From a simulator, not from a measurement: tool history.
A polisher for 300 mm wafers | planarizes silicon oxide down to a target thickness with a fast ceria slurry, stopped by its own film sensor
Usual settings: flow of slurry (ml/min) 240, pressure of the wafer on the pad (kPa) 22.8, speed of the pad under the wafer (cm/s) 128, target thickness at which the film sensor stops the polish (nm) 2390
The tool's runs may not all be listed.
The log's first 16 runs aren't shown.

| run | day | flow of slurry (ml/min) | pressure of the wafer on the pad (kPa) | speed of the pad under the wafer (cm/s) | target thickness at which the film sensor stops the polish (nm) | wafers since the last listed run | wafers polished on this pad | hours since the slurry nozzle was cleaned | hours since the head pressure was calibrated | incoming thickness of the incoming film, nm | time until the film sensor stopped the polish (s) |
|---|---|---|---|---|---|---|---|---|---|---|---|
|  | 16.083 | slurry nozzle cleaned |
|  | 16.246 | worn pad replaced by a new one |
| 17 | 16.262 | 200 | 22.8 | 106 | 2390 | 257 | 6 | 4.3 | 381.4 | 3893.3 | 78.0 |
| 18 | 16.967 | 240 | 22.8 | 156 | 2758 | 264 | 270 | 21.2 | 398.3 | 3875.2 | 42.4 |
| 19 | 17.938 | 300 | 16.5 | 128 | 2780 | 364 | 635 | 44.5 | 421.6 | 3840.4 | 64.2 |
| 20 | 19.058 | 270 | 29.0 | 166 | 2390 | 420 | 1055 | 71.4 | 448.5 | 3781.6 | 38.8 |
| 21 | 20.225 | 240 | 22.8 | 128 | 2390 | 437 | 1493 | 99.4 | 476.5 | 3927.3 | 66.8 |
| 22 | 20.979 | 270 | 29.6 | 104 | 2390 | 283 | 1776 | 117.5 | 494.6 | 3937.5 | 61.7 |
| 23 | 22.412 | 240 | 26.9 | 102 | 2390 | 537 | 2314 | 151.9 | 529.0 | 3828.6 | 64.6 |
|  | 23.300 | worn pad replaced by a new one |
| 24 | 23.692 | 240 | 22.8 | 128 | 2390 | 417 | 147 | 182.6 | 559.7 | 3822.3 | 65.1 |
|  | 23.871 | head pressure recalibrated |
| 25 | 25.008 | 275 | 30.3 | 116 | 2070 | 462 | 610 | 214.2 | 27.3 | 3789.2 | 54.4 |
| 26 | 26.367 | 240 | 22.8 | 128 | 2390 | 509 | 1119 | 246.8 | 59.9 | 3812.7 | 56.4 |
| 27 | 27.008 | 240 | 22.8 | 164 | 2390 | 240 | 1360 | 262.2 | 75.3 | 3858.6 | 49.5 |
| 28 | 27.883 | 280 | 29.0 | 142 | 1884 | 328 | 1689 | 283.2 | 96.3 | 3871.4 | 58.0 |
| 29 | 29.296 | 185 | 22.8 | 128 | 2390 | 530 | 2219 | 317.1 | 130.2 | 3831.9 | 61.0 |
| 30 | 30.721 | 240 | 22.8 | 128 | 2520 | 534 | 2753 | 351.3 | 164.4 | 3814.2 | 54.0 |
|  | 31.138 | worn pad replaced by a new one |
| 31 | 31.896 | 270 | 15.9 | 156 | 2087 | 378 | 284 | 379.5 | 192.6 | 3878.3 | 91.0 |
| 32 | 32.858 | 240 | 22.8 | 128 | 2390 | 361 | 646 | 402.6 | 215.7 | 3779.2 | 57.5 |
| 33 | 34.146 | 205 | 17.2 | 112 | 2578 | 483 | 1129 | 433.5 | 246.6 | 3804.7 | 78.3 |
| 34 | 34.946 | 240 | 22.8 | 128 | 2869 | 300 | 1429 | 452.7 | 265.8 | 3851.8 | 44.1 |
| 35 | 35.812 | 240 | 24.8 | 102 | 2152 | 325 | 1754 | 473.5 | 286.6 | 3803.9 | 78.8 |
| 36 | 36.854 | 240 | 20.0 | 128 | 2599 | 390 | 2145 | 498.5 | 311.6 | 3915.2 | 65.5 |
| 37 | 37.700 | 240 | 22.8 | 128 | 2390 | 317 | 2463 | 518.8 | 331.9 | 3853.3 | 62.6 |

4 ways to go on from here, each from the tool as it stands after run 37. What would each give?
| A | 37.717 | 240 | 22.8 | 128 | 2390 | 6 | 2469 | 519.2 | 332.3 | 3879.4 | ? |
| B | 37.717 | 325 | 22.8 | 156 | 2650 | 6 | 2469 | 519.2 | 332.3 | 3879.4 | ? |
| C | 37.717 | 280 | 22.8 | 168 | 2390 | 6 | 2469 | 519.2 | 332.3 | 3879.4 | ? |
| D | 37.717 | 240 | 22.8 | 148 | 2390 | 6 | 2469 | 519.2 | 332.3 | 3879.4 | ? |

| run | time until the film sensor stopped the polish (s) |
|---|---|
| A | 65.4 |
| B | 45.1 |
| C | 52.1 |
| D | 58.4 |
Without the tool's hidden state the same runs would have given:
| run | time until the film sensor stopped the polish (s) |
|---|---|
| A | 59.6 |
| B | 41.1 |
| C | 47.5 |
| D | 53.2 |
